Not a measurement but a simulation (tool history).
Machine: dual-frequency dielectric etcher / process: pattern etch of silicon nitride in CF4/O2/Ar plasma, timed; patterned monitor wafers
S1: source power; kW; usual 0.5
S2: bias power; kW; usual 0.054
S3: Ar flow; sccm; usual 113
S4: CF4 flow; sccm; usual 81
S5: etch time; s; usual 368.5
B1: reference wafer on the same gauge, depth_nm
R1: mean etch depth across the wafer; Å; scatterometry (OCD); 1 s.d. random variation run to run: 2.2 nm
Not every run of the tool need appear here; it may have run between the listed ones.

run,hour,S1,S2,S3,S4,S5,B1,R1
1,0,0.5,0.059,130,91,368.5,637.8,6897
2,107.7,0.5,0.054,132,99,368.5,635.5,6670
3,194.6,0.5,0.054,113,81,368.5,637.4,6636
4,271.8,0.5,0.054,113,81,368.5,636.2,6690
5,369.4,0.5,0.054,113,81,309.5,637.2,5768
6,441.8,0.5,0.054,113,81,368.5,637.8,6827
7,514.4,0.46,0.054,95,81,368.5,636.9,6571
8,551.3,0.5,0.044,113,81,336.5,637,5715
9,606.3,0.42,0.048,113,97,368.5,637.6,5688
10,692.2,0.54,0.054,133,81,419,638.2,8111
11,729,0.5,0.054,113,81,368.5,638.1,6912
12,791.6,0.5,0.054,121,81,368.5,638.1,6802
13,888.5,0.45,0.06,113,81,457,636.8,8176
14,933.3,0.5,0.054,113,81,368.5,637.6,6813
15,1040.2,0.5,0.054,97,81,368.5,637.2,7001
16,1134.6,0.5,0.054,113,81,368.5,636.3,6855
17,1237.1,0.56,0.067,113,64,297,637.9,6544
18,1315.2,0.43,0.067,113,94,283,637.6,5147
19,1374.4,0.42,0.066,94,81,368.5,637,6582
20,1412.8,0.61,0.054,113,89,368.5,636.3,8292
21,1517.8,0.5,0.054,113,72,368.5,638.4,6737

Put back what was entered between runs (7 entries, withheld): which listed runs does each sit between, and how does the hidden state differ from the listed run before to the listed run after?
From run 2 to run 3: wet clean of the chamber (hour 194.1)
  bias power that arrives over what is set, %: -6.12 -> -6.28
  measured result minus the result with no hidden state, R1: -189 -> -192 Å
From run 4 to run 5: source power generator calibrated (hour 318.6); bias power generator calibrated, repeated, since the last time left the tool worse (hour 337.4)
  bias power that arrives over what is set, %: -6.42 -> -0.0305
  measured result minus the result with no hidden state, R1: -199 -> -1 Å
From run 11 to run 12: CF4 flow controller replaced (hour 757)
  bias power that arrives over what is set, %: -0.784 -> -0.896
  measured result minus the result with no hidden state, R1: -24 -> -27 Å
From run 12 to run 13: Ar flow controller replaced (hour 803.4)
  bias power that arrives over what is set, %: -0.896 -> -1.06
  measured result minus the result with no hidden state, R1: -27 -> -39 Å
From run 13 to run 14: wet clean of the chamber (hour 914.7)
  bias power that arrives over what is set, %: -1.06 -> -1.13
  measured result minus the result with no hidden state, R1: -39 -> -35 Å
From run 20 to run 21: wet clean of the chamber (hour 1469.1)
  bias power that arrives over what is set, %: -1.78 -> -1.89
  measured result minus the result with no hidden state, R1: -64 -> -58 Å
